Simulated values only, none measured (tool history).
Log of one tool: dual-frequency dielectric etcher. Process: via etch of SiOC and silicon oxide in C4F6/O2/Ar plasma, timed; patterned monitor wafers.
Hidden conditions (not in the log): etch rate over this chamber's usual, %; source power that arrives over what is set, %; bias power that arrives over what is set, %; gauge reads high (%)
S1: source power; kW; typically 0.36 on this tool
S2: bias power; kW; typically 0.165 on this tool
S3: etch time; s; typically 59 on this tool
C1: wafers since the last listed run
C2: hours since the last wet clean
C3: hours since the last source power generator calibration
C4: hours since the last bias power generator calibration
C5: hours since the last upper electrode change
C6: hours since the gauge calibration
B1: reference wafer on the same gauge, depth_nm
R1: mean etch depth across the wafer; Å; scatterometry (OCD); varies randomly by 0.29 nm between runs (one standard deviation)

run    hour    S1     S2    S3    C1     C2      C3      C4      C5      C6    B1   R1
  1       0  0.36  0.174  62.5     0  615.2  1473.8   775.3  3166.5   636.7  60.6  702
       33.3  -- wet clean of the chamber
  2    91.8  0.36  0.174  62.5   569   58.5  1565.6   867.1  3258.3   728.5  60.6  700
  3   166.6  0.36  0.165    59   628  133.3  1640.4   941.9  3333.1   803.3  60.6  645
  4   207.5  0.36  0.175    59   343  174.2  1681.3   982.8    3374   844.2  60.6  667
  5   303.6  0.36  0.175    59   807  270.3  1777.4  1078.9  3470.1   940.3  60.6  661
  6   352.7  0.36  0.165    59   412  319.4  1826.5    1128  3519.2   989.4  60.6  639
  7   450.9  0.36  0.138  46.5   824  417.6  1924.7  1226.2  3617.4  1087.6  60.5  459
      556.5  -- wet clean of the chamber
      607.7  -- source power generator calibrated
  8   616.3  0.36  0.165    59  1154   59.8     8.6  1391.6  3782.8    1253  60.6  650
  9   677.6  0.36  0.165    59   514  121.1    69.9  1452.9  3844.1  1314.3  60.6  660
      880.6  -- gauge calibrated
 10   888.3  0.36  0.165    59  1769  331.8   280.6  1663.6  4054.8     7.7  60.7  647
 11   967.1  0.36  0.165    59   661  410.6   359.4  1742.4  4133.6    86.5  60.7  652
 12  1005.7  0.36  0.165    59   324  449.2     398    1781  4172.2   125.1  60.6  649
     1127.7  -- wet clean of the chamber
 13  1128.2  0.38  0.205  41.5   827    0.5   520.5  1903.5  4294.7   247.6  60.5  521
 14  1183.3  0.28  0.185  50.5   462   55.6   575.6  1958.6  4349.8   302.7  60.7  535
     1194.1  -- bias power generator calibrated
 15  1281.2  0.31  0.181  65.5   788  153.5   673.5    87.1  4447.7   400.6  60.6  713
 16  1349.8  0.45   0.15    72   576  222.1   742.1   155.7  4516.3   469.2  60.7  830
 17  1409.4   0.4  0.125    67   500  281.7   801.7   215.3  4575.9   528.8  60.7  666
     1479.8  -- upper electrode replaced
 18  1480.3  0.36  0.165    59   393  352.6   872.6   286.2     0.5   599.7  60.7  650
 19  1501.6  0.32  0.133    73   178  373.9   893.9   307.5    21.8     621  60.6  686
 20  1569.7  0.36  0.165    59   572    442     962   375.6    89.9   689.1  60.6  649
     1635.3  -- wet clean of the chamber
 21  1665.9  0.43  0.165  73.5   606   30.6  1058.2   471.8   186.1   785.3  60.5  869
 22  1957.4  0.43  0.178  65.5  2448  322.1  1349.7   763.3   477.6  1076.8  60.7  804
 23  2035.6  0.36  0.165    66   656  400.3  1427.9   841.5   555.8    1155  60.5  727
 24  2108.4  0.36  0.165    59   611  473.1  1500.7   914.3   628.6  1227.8  60.5  647
 25  2190.8  0.42  0.143    43   692  555.5  1583.1   996.7     711  1310.2  60.7  467
     2233.4  -- gauge calibrated
     2282.9  -- wet clean of the chamber
 26  2283.4  0.36  0.165    59   576    0.5  1675.7  1089.3   803.6      50  60.7  647
 27  2344.1  0.36  0.165  54.5   509   61.2  1736.4    1150   864.3   110.7  60.6  597
 28  2428.1  0.39  0.151    59   705  145.2  1820.4    1234   948.3   194.7  60.6  634
 29  2473.3  0.32  0.149  52.5   379  190.4  1865.6  1279.2   993.5   239.9  60.5  516

What was the tool's hidden state at every run in the log?
etch rate over this chamber's usual, %: 0, the same for each run
bias power that arrives over what is set, %: 0, the same for each run
gauge reads high (%): 0, the same for each run
H1: source power that arrives over what is set, %
run       H1
  1    -2.52
  2    -2.76
  3    -2.96
  4    -3.08
  5    -3.36
  6    -3.51
  7    -3.83
  8   0.0554
  9   0.0513
 10  -0.0116
 11  -0.0546
 12  -0.0795
 13   -0.175
 14   -0.227
 15   -0.331
 16   -0.414
 17   -0.492
 18   -0.593
 19   -0.625
 20   -0.733
 21   -0.898
 22     -1.5
 23    -1.68
 24    -1.86
 25    -2.08
 26    -2.34
 27    -2.51
 28    -2.77
 29    -2.91

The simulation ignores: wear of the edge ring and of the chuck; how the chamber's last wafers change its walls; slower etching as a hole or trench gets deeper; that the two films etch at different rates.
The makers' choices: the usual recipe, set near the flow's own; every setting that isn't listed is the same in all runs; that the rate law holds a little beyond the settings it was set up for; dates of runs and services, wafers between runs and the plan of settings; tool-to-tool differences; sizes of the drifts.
